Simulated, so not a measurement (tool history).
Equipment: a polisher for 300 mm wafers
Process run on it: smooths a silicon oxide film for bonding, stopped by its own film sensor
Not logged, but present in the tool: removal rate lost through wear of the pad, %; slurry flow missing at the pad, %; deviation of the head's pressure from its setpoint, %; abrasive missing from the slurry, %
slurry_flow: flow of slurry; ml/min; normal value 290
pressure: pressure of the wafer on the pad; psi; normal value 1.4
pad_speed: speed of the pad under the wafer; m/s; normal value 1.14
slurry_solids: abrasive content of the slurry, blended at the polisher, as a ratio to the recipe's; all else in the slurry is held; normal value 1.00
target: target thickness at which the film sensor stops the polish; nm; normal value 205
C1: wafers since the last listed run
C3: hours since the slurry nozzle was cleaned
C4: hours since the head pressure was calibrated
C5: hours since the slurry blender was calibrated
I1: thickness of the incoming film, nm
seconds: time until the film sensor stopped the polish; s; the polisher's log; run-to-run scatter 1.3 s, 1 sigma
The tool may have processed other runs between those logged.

{"run": 1, "hour": 0.0, "slurry_flow": 290, "pressure": 1.4, "pad_speed": 1.14, "slurry_solids": 1.0, "target": 205, "C1": 0, "wafers polished on this pad": 2530, "C3": 530.6, "C4": 306.4, "C5": 37.4, "I1": 252.7, "seconds": 94.8}
{"hour": 58.7, "done": "head pressure recalibrated"}
{"run": 2, "hour": 95.7, "slurry_flow": 290, "pressure": 1.4, "pad_speed": 1.14, "slurry_solids": 1.0, "target": 205, "C1": 970, "wafers polished on this pad": 3500, "C3": 626.3, "C4": 37.0, "C5": 133.1, "I1": 253.2, "seconds": 97.9}
{"hour": 123.5, "done": "worn pad replaced by a new one"}
{"run": 3, "hour": 162.2, "slurry_flow": 290, "pressure": 1.4, "pad_speed": 1.14, "slurry_solids": 1.0, "target": 205, "C1": 647, "wafers polished on this pad": 401, "C3": 692.8, "C4": 103.5, "C5": 199.6, "I1": 252.1, "seconds": 91.9}
{"run": 4, "hour": 226.0, "slurry_flow": 290, "pressure": 1.4, "pad_speed": 1.38, "slurry_solids": 1.0, "target": 205, "C1": 660, "wafers polished on this pad": 1062, "C3": 756.6, "C4": 167.3, "C5": 263.4, "I1": 248.1, "seconds": 73.3}
{"run": 5, "hour": 278.4, "slurry_flow": 290, "pressure": 1.4, "pad_speed": 1.38, "slurry_solids": 1.0, "target": 205, "C1": 542, "wafers polished on this pad": 1604, "C3": 809.0, "C4": 219.7, "C5": 315.8, "I1": 248.8, "seconds": 76.7}
{"hour": 313.8, "done": "slurry nozzle cleaned"}
{"run": 6, "hour": 334.7, "slurry_flow": 290, "pressure": 1.6, "pad_speed": 1.14, "slurry_solids": 1.0, "target": 205, "C1": 572, "wafers polished on this pad": 2177, "C3": 20.9, "C4": 276.0, "C5": 372.1, "I1": 248.4, "seconds": 74.8}
{"hour": 374.5, "done": "slurry blender recalibrated"}
{"run": 7, "hour": 383.4, "slurry_flow": 290, "pressure": 1.4, "pad_speed": 1.14, "slurry_solids": 1.0, "target": 205, "C1": 483, "wafers polished on this pad": 2661, "C3": 69.6, "C4": 324.7, "C5": 8.9, "I1": 250.6, "seconds": 85.9}
{"hour": 488.3, "done": "head pressure recalibrated"}
{"hour": 504.1, "done": "worn pad replaced by a new one"}
{"run": 8, "hour": 646.0, "slurry_flow": 290, "pressure": 1.4, "pad_speed": 1.14, "slurry_solids": 1.0, "target": 205, "C1": 2657, "wafers polished on this pad": 1469, "C3": 332.2, "C4": 157.7, "C5": 271.5, "I1": 248.5, "seconds": 82.4}
{"run": 9, "hour": 682.3, "slurry_flow": 290, "pressure": 1.4, "pad_speed": 1.14, "slurry_solids": 1.0, "target": 205, "C1": 375, "wafers polished on this pad": 1845, "C3": 368.5, "C4": 194.0, "C5": 307.8, "I1": 251.7, "seconds": 89.4}
{"run": 10, "hour": 762.4, "slurry_flow": 250, "pressure": 1.4, "pad_speed": 1.14, "slurry_solids": 1.0, "target": 205, "C1": 829, "wafers polished on this pad": 2675, "C3": 448.6, "C4": 274.1, "C5": 387.9, "I1": 251.2, "seconds": 92.8}
{"run": 11, "hour": 821.7, "slurry_flow": 290, "pressure": 1.4, "pad_speed": 1.14, "slurry_solids": 1.0, "target": 205, "C1": 614, "wafers polished on this pad": 3289, "C3": 507.9, "C4": 333.4, "C5": 447.2, "I1": 246.6, "seconds": 84.0}
{"hour": 845.8, "done": "head pressure recalibrated"}
{"hour": 872.4, "done": "slurry blender recalibrated"}
{"run": 12, "hour": 912.9, "slurry_flow": 290, "pressure": 1.4, "pad_speed": 1.14, "slurry_solids": 1.0, "target": 205, "C1": 903, "wafers polished on this pad": 4192, "C3": 599.1, "C4": 67.1, "C5": 40.5, "I1": 248.6, "seconds": 93.0}
{"hour": 923.4, "done": "worn pad replaced by a new one"}
{"run": 13, "hour": 965.6, "slurry_flow": 290, "pressure": 1.0, "pad_speed": 1.44, "slurry_solids": 1.15, "target": 205, "C1": 504, "wafers polished on this pad": 437, "C3": 651.8, "C4": 119.8, "C5": 93.2, "I1": 254.0, "seconds": 92.2}
{"hour": 993.6, "done": "slurry nozzle cleaned"}
{"run": 14, "hour": 1069.7, "slurry_flow": 290, "pressure": 1.4, "pad_speed": 1.14, "slurry_solids": 1.0, "target": 205, "C1": 1067, "wafers polished on this pad": 1505, "C3": 76.1, "C4": 223.9, "C5": 197.3, "I1": 250.3, "seconds": 86.1}
{"run": 15, "hour": 1235.1, "slurry_flow": 290, "pressure": 1.9, "pad_speed": 1.36, "slurry_solids": 1.0, "target": 197, "C1": 1713, "wafers polished on this pad": 3218, "C3": 241.5, "C4": 389.3, "C5": 362.7, "I1": 249.3, "seconds": 70.0}
{"hour": 1275.7, "done": "worn pad replaced by a new one"}
{"hour": 1277.8, "done": "head pressure recalibrated"}
{"run": 16, "hour": 1318.5, "slurry_flow": 290, "pressure": 1.4, "pad_speed": 0.86, "slurry_solids": 1.15, "target": 205, "C1": 801, "wafers polished on this pad": 422, "C3": 324.9, "C4": 40.7, "C5": 446.1, "I1": 250.0, "seconds": 101.4}
{"hour": 1343.6, "done": "slurry blender recalibrated"}
{"run": 17, "hour": 1408.4, "slurry_flow": 290, "pressure": 1.1, "pad_speed": 1.14, "slurry_solids": 1.1, "target": 205, "C1": 910, "wafers polished on this pad": 1332, "C3": 414.8, "C4": 130.6, "C5": 64.8, "I1": 251.0, "seconds": 101.3}
{"run": 18, "hour": 1481.6, "slurry_flow": 335, "pressure": 1.2, "pad_speed": 1.28, "slurry_solids": 1.0, "target": 205, "C1": 758, "wafers polished on this pad": 2090, "C3": 488.0, "C4": 203.8, "C5": 138.0, "I1": 251.1, "seconds": 88.8}
{"run": 19, "hour": 1578.2, "slurry_flow": 355, "pressure": 1.4, "pad_speed": 1.14, "slurry_solids": 1.0, "target": 205, "C1": 1000, "wafers polished on this pad": 3091, "C3": 584.6, "C4": 300.4, "C5": 234.6, "I1": 249.2, "seconds": 88.1}
{"hour": 1642.4, "done": "slurry nozzle cleaned"}
{"hour": 1657.7, "done": "worn pad replaced by a new one"}
{"hour": 1719.8, "done": "head pressure recalibrated"}
{"run": 20, "hour": 1767.9, "slurry_flow": 370, "pressure": 1.4, "pad_speed": 0.94, "slurry_solids": 1.0, "target": 205, "C1": 1892, "wafers polished on this pad": 1120, "C3": 125.5, "C4": 48.1, "C5": 424.3, "I1": 250.6, "seconds": 95.9}
{"hour": 1819.2, "done": "slurry blender recalibrated"}
{"run": 21, "hour": 1855.6, "slurry_flow": 290, "pressure": 1.4, "pad_speed": 1.14, "slurry_solids": 1.0, "target": 205, "C1": 887, "wafers polished on this pad": 2007, "C3": 213.2, "C4": 135.8, "C5": 36.4, "I1": 245.5, "seconds": 74.9}
{"run": 22, "hour": 1931.7, "slurry_flow": 290, "pressure": 1.4, "pad_speed": 1.14, "slurry_solids": 1.0, "target": 214, "C1": 788, "wafers polished on this pad": 2796, "C3": 289.3, "C4": 211.9, "C5": 112.5, "I1": 251.7, "seconds": 72.7}

5 ways to go on from here, each from the tool as it stands after run 22. What would each give?
{"run": "A", "hour": 1932.2, "slurry_flow": 290, "pressure": 1.4, "pad_speed": 1.14, "slurry_solids": 1.0, "target": 205, "C1": 5, "wafers polished on this pad": 2801, "C3": 289.8, "C4": 212.4, "C5": 113.0, "I1": 250.6, "seconds": "?"}
{"run": "B", "hour": 1932.2, "slurry_flow": 290, "pressure": 1.4, "pad_speed": 1.3, "slurry_solids": 1.0, "target": 205, "C1": 5, "wafers polished on this pad": 2801, "C3": 289.8, "C4": 212.4, "C5": 113.0, "I1": 250.6, "seconds": "?"}
{"run": "C", "hour": 1932.2, "slurry_flow": 290, "pressure": 1.8, "pad_speed": 0.78, "slurry_solids": 0.8, "target": 205, "C1": 5, "wafers polished on this pad": 2801, "C3": 289.8, "C4": 212.4, "C5": 113.0, "I1": 250.6, "seconds": "?"}
{"run": "D", "hour": 1932.2, "slurry_flow": 290, "pressure": 1.4, "pad_speed": 0.96, "slurry_solids": 1.0, "target": 195, "C1": 5, "wafers polished on this pad": 2801, "C3": 289.8, "C4": 212.4, "C5": 113.0, "I1": 250.6, "seconds": "?"}
{"run": "E", "hour": 1932.2, "slurry_flow": 195, "pressure": 1.4, "pad_speed": 1.14, "slurry_solids": 1.3, "target": 205, "C1": 5, "wafers polished on this pad": 2801, "C3": 289.8, "C4": 212.4, "C5": 113.0, "I1": 250.6, "seconds": "?"}

run=A seconds=90.3
run=B seconds=81.3
run=C seconds=107.1
run=D seconds=126.3
run=E seconds=90.2
Take away the tool's hidden state, keep each run's random variation, and the runs would have read:
run=A seconds=82.8
run=B seconds=74.5
run=C seconds=98.1
run=D seconds=115.8
run=E seconds=81.8

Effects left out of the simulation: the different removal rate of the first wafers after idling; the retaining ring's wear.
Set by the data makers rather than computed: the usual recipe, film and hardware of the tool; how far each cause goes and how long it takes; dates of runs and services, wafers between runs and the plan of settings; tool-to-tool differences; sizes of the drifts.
